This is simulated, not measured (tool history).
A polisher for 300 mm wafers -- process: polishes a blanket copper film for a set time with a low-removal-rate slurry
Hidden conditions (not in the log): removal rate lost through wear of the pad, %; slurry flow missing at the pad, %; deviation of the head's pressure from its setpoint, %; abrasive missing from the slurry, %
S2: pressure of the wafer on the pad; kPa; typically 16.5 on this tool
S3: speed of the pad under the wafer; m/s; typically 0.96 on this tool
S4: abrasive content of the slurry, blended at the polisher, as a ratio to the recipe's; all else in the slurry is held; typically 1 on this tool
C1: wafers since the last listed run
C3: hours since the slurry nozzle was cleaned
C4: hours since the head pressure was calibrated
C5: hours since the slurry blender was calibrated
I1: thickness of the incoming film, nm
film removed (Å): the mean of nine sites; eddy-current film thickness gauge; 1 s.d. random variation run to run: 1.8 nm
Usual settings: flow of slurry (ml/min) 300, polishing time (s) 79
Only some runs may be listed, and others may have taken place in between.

Run 1, hour 0: usual settings but polishing time (s) 93; C1 0; wafers polished on this pad 846; C3 183.6; C4 350.2; C5 207.3; I1 1549.6. Result: film removed (Å) 1739.
At hour 16.3: slurry blender recalibrated.
At hour 61.6: worn pad replaced by a new one.
Run 2, hour 97.8: usual settings but polishing time (s) 93; C1 479; wafers polished on this pad 189; C3 281.4; C4 448; C5 81.5; I1 1542.4. Result: film removed (Å) 1751.
Run 3, hour 205.3: usual settings; C1 561; wafers polished on this pad 750; C3 388.9; C4 555.5; C5 189; I1 1566.3. Result: film removed (Å) 1454.
At hour 227.1: slurry blender recalibrated.
At hour 275.5: worn pad replaced by a new one.
Run 4, hour 294.3: usual settings; C1 433; wafers polished on this pad 98; C3 477.9; C4 644.5; C5 67.2; I1 1552.3. Result: film removed (Å) 1494.
Run 5, hour 382.3: usual settings but flow of slurry (ml/min) 255; C1 459; wafers polished on this pad 557; C3 565.9; C4 732.5; C5 155.2; I1 1569.5. Result: film removed (Å) 1472.
At hour 417.8: slurry blender recalibrated.
At hour 482.1: worn pad replaced by a new one.
Run 6, hour 485: usual settings but flow of slurry (ml/min) 255; C1 504; wafers polished on this pad 14; C3 668.6; C4 835.2; C5 67.2; I1 1580.7. Result: film removed (Å) 1504.
Run 7, hour 561.6: usual settings; C1 399; wafers polished on this pad 414; C3 745.2; C4 911.8; C5 143.8; I1 1561. Result: film removed (Å) 1520.
At hour 608.5: slurry nozzle cleaned.
Run 8, hour 609: usual settings; C1 242; wafers polished on this pad 657; C3 0.5; C4 959.2; C5 191.2; I1 1528.6. Result: film removed (Å) 1477.
Run 9, hour 646.8: usual settings but flow of slurry (ml/min) 395, S2 11.7 kPa, S3 0.72 m/s, polishing time (s) 54; C1 197; wafers polished on this pad 854; C3 38.3; C4 997; C5 229; I1 1592.5. Result: film removed (Å) 566.
At hour 653.4: slurry blender recalibrated.
At hour 680.5: worn pad replaced by a new one.
Run 10, hour 727.4: usual settings but flow of slurry (ml/min) 245, S3 1.1 m/s, S4 0.85; C1 389; wafers polished on this pad 244; C3 118.9; C4 1077.6; C5 74; I1 1571.5. Result: film removed (Å) 1682.
Run 11, hour 766.2: usual settings but polishing time (s) 93; C1 202; wafers polished on this pad 447; C3 157.7; C4 1116.4; C5 112.8; I1 1558.8. Result: film removed (Å) 1754.
At hour 826.4: head pressure recalibrated.
Run 12, hour 831.8: usual settings but S4 0.75; C1 332; wafers polished on this pad 779; C3 223.3; C4 5.4; C5 178.4; I1 1551.4. Result: film removed (Å) 1449.
At hour 851.7: slurry blender recalibrated.
At hour 889.1: worn pad replaced by a new one.
Run 13, hour 896.9: usual settings but flow of slurry (ml/min) 225, S2 13.8 kPa; C1 308; wafers polished on this pad 40; C3 288.4; C4 70.5; C5 45.2; I1 1569.6. Result: film removed (Å) 1289.
At hour 1038.7: slurry blender recalibrated.
Run 14, hour 1068.1: usual settings but polishing time (s) 105; C1 883; wafers polished on this pad 924; C3 459.6; C4 241.7; C5 29.4; I1 1575.8. Result: film removed (Å) 2089.

For each entry between runs, how does the tool's hidden state at the last listed run before it compare with that at the first listed run after it?
Runs 1 to 2: slurry blender recalibrated (hour 16.3); worn pad replaced by a new one (hour 61.6)
  abrasive missing from the slurry, %: 38.5 -> 35
  the result without the hidden state subtracted from the measured one, film removed (Å): -151 -> -136
Runs 3 to 4: slurry blender recalibrated (hour 227.1); worn pad replaced by a new one (hour 275.5)
  abrasive missing from the slurry, %: 44.2 -> 27
  the result without the hidden state subtracted from the measured one, film removed (Å): -150 -> -85
Runs 5 to 6: slurry blender recalibrated (hour 417.8); worn pad replaced by a new one (hour 482.1)
  abrasive missing from the slurry, %: 37.2 -> 22.5
  the result without the hidden state subtracted from the measured one, film removed (Å): -122 -> -70
Runs 7 to 8: slurry nozzle cleaned (hour 608.5)
  abrasive missing from the slurry, %: 32 -> 34.3
  the result without the hidden state subtracted from the measured one, film removed (Å): -105 -> -111
Runs 9 to 10: slurry blender recalibrated (hour 653.4); worn pad replaced by a new one (hour 680.5)
  abrasive missing from the slurry, %: 35.4 -> 25.8
  the result without the hidden state subtracted from the measured one, film removed (Å): -44 -> -89
Runs 11 to 12: head pressure recalibrated (hour 826.4)
  abrasive missing from the slurry, %: 31.3 -> 35.8
  the result without the hidden state subtracted from the measured one, film removed (Å): -118 -> -111
Runs 12 to 13: slurry blender recalibrated (hour 851.7); worn pad replaced by a new one (hour 889.1)
  abrasive missing from the slurry, %: 35.8 -> 17.4
  the result without the hidden state subtracted from the measured one, film removed (Å): -111 -> -45
Runs 13 to 14: slurry blender recalibrated (hour 1038.7)
  abrasive missing from the slurry, %: 17.4 -> 12.6
  the result without the hidden state subtracted from the measured one, film removed (Å): -45 -> -51
